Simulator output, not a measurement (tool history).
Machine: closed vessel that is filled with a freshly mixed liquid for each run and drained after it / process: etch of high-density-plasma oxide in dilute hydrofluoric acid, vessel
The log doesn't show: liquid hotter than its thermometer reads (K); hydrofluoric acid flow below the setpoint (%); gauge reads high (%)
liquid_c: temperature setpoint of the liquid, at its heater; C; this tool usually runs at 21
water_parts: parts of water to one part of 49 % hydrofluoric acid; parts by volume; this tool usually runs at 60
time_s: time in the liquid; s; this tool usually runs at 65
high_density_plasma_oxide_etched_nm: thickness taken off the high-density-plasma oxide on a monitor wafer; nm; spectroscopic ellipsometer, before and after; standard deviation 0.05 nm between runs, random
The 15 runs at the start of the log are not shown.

run    hour  liquid_c  water_parts  time_s  wafers since the last listed run  hours since the thermometer was replaced  hours since the hydrofluoric acid flow meter was replaced  hours since the gauge calibration  read-back film thickness of the high-density-plasma oxide reference wafer, read on the same gauge (nm)  high_density_plasma_oxide_etched_nm
 16   887.9      22.5           45      40                              3415                                      1708                                                        143                              123.8                                                                                                   120.2                                 5.34
 17     935      19.5           60      65                              4103                                    1755.1                                                      190.1                              170.9                                                                                                  120.13                                 5.62
      958.1  -- thermometer replaced
 18   993.6        21           70      85                              5018                                      35.5                                                      248.7                              229.5                                                                                                  120.06                                 6.71
 19    1027        24           60      65                              2910                                      68.9                                                      282.1                              262.9                                                                                                     120                                 6.81
 20  1052.8        21           60      90                              2247                                      94.7                                                      307.9                              288.7                                                                                                  119.92                                  8.3
 21  1078.9      23.5           60      65                              2274                                     120.8                                                        334                              314.8                                                                                                  119.89                                 6.68
 22  1132.1      18.5           60      45                              4635                                       174                                                      387.2                                368                                                                                                  119.71                                 3.71
 23  1169.5      23.5           35      30                              3258                                     211.4                                                      424.6                              405.4                                                                                                  119.61                                 5.42
 24  1198.7        19           85      65                              2544                                     240.6                                                      453.8                              434.6                                                                                                   119.5                                 3.72
 25  1265.9      24.5           50      65                              5854                                     307.8                                                        521                              501.8                                                                                                   119.2                                  8.5
 26  1307.6        17           60      65                              3633                                     349.5                                                      562.7                              543.5                                                                                                  119.05                                  5.1
 27  1350.5        24           85     100                              3737                                     392.4                                                      605.6                              586.4                                                                                                  118.86                                 7.04
 28  1406.2      17.5           60      30                              4852                                     448.1                                                      661.3                              642.1                                                                                                  118.57                                 2.37
 29  1439.8        21           60      65                              2927                                     481.7                                                      694.9                              675.7                                                                                                  118.38                                 6.04
 30  1474.2      24.5           75      65                              2997                                     516.1                                                      729.3                              710.1                                                                                                   118.2                                 5.49
 31  1503.9        21           60      85                              2587                                     545.8                                                        759                              739.8                                                                                                  118.02                                 7.72
 32  1545.2        25           35      65                              3598                                     587.1                                                      800.3                              781.1                                                                                                  117.78                                12.31

4 options for the next run, each taken on its own from the tool as it stands now. Forecast them:
  A  1545.9        21           50      65                                60                                     587.8                                                        801                              781.8                                                                                                       ?                                    ?
  B  1545.9        21           60      95                                60                                     587.8                                                        801                              781.8                                                                                                       ?                                    ?
  C  1545.9      19.5           40      30                                60                                     587.8                                                        801                              781.8                                                                                                       ?                                    ?
  D  1545.9        23           60      55                                60                                     587.8                                                        801                              781.8                                                                                                       ?                                    ?

run  read-back film thickness of the high-density-plasma oxide reference wafer, read on the same gauge (nm)  high_density_plasma_oxide_etched_nm
  A                                                                                                  117.78                                 7.27
  B                                                                                                  117.78                                 8.74
  C                                                                                                  117.78                                 3.98
  D                                                                                                  117.78                                  5.5
Without the tool's unlogged condition, the same runs would have read:
run  high_density_plasma_oxide_etched_nm
  A                                  7.4
  B                                 8.91
  C                                 4.06
  D                                  5.6

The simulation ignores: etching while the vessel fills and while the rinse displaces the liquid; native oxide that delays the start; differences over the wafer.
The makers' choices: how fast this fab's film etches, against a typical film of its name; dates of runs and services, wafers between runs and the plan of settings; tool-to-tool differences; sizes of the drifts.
